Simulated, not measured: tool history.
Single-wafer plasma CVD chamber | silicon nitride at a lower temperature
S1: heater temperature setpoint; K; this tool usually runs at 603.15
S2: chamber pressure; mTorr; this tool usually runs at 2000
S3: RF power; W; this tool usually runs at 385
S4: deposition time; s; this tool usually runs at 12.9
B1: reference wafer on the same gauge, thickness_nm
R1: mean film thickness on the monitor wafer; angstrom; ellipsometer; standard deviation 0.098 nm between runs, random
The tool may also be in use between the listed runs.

| run | hour | S1 | S2 | S3 | S4 | B1 | R1 |
|---|---|---|---|---|---|---|---|
| 1 | 0 | 603.15 | 2000 | 330 | 12.9 | 21.9 | 148.79 |
| 2 | 7.6 | 603.15 | 2000 | 385 | 12.9 | 21.901 | 172.29 |
| 3 | 14.8 | 607.15 | 1690 | 385 | 12.9 | 21.914 | 164.19 |
| 4 | 23.7 | 607.15 | 1690 | 385 | 12.9 | 21.889 | 166.71 |
|  | 35.7 | RF generator calibrated |
| 5 | 36.2 | 603.15 | 2000 | 385 | 12.9 | 21.888 | 184.73 |
| 6 | 44.9 | 603.15 | 2000 | 385 | 12.9 | 21.921 | 184.22 |
|  | 57.1 | thermocouple changed; heater temperature recalibrated |
| 7 | 57.6 | 603.15 | 2000 | 385 | 12.9 | 21.902 | 182.59 |
| 8 | 62.8 | 617.15 | 2000 | 460 | 12.9 | 21.94 | 209.35 |
| 9 | 75.1 | 612.15 | 2000 | 335 | 12.9 | 21.91 | 161.24 |
| 10 | 112.3 | 603.15 | 2000 | 320 | 10.6 | 21.9 | 126.68 |
|  | 121.8 | capacitance manometer re-zeroed and calibrated |
| 11 | 128.7 | 603.15 | 2000 | 385 | 12.9 | 21.871 | 182.8 |
|  | 130.1 | gauge calibrated |
| 12 | 139.2 | 603.15 | 2000 | 385 | 12.9 | 21.888 | 184.24 |
|  | 172.6 | showerhead replaced |
| 13 | 174.9 | 603.15 | 2000 | 415 | 12.9 | 21.892 | 193.39 |
| 14 | 182.9 | 603.15 | 1580 | 340 | 11.6 | 21.894 | 136.94 |
| 15 | 197.6 | 603.15 | 2000 | 445 | 12.9 | 21.899 | 204.38 |
| 16 | 206 | 617.15 | 2000 | 460 | 12.9 | 21.921 | 209.02 |
| 17 | 217.7 | 591.15 | 1800 | 385 | 12.9 | 21.894 | 178.17 |
| 18 | 225.9 | 603.15 | 1580 | 385 | 12.9 | 21.895 | 170.27 |
| 19 | 242.5 | 603.15 | 2000 | 385 | 12.9 | 21.875 | 182.31 |
| 20 | 250 | 603.15 | 2370 | 385 | 12.9 | 21.911 | 188.4 |

Run 21, settings as shown, results not yet in. Your forecast:
| 21 | 258.5 | 603.15 | 2000 | 385 | 12.9 | ? | ? |

B1: 21.869
R1: 180.9 angstrom
With the hidden condition absent and the run-to-run variation left alone, this run would have shown R1 183.75 angstrom.
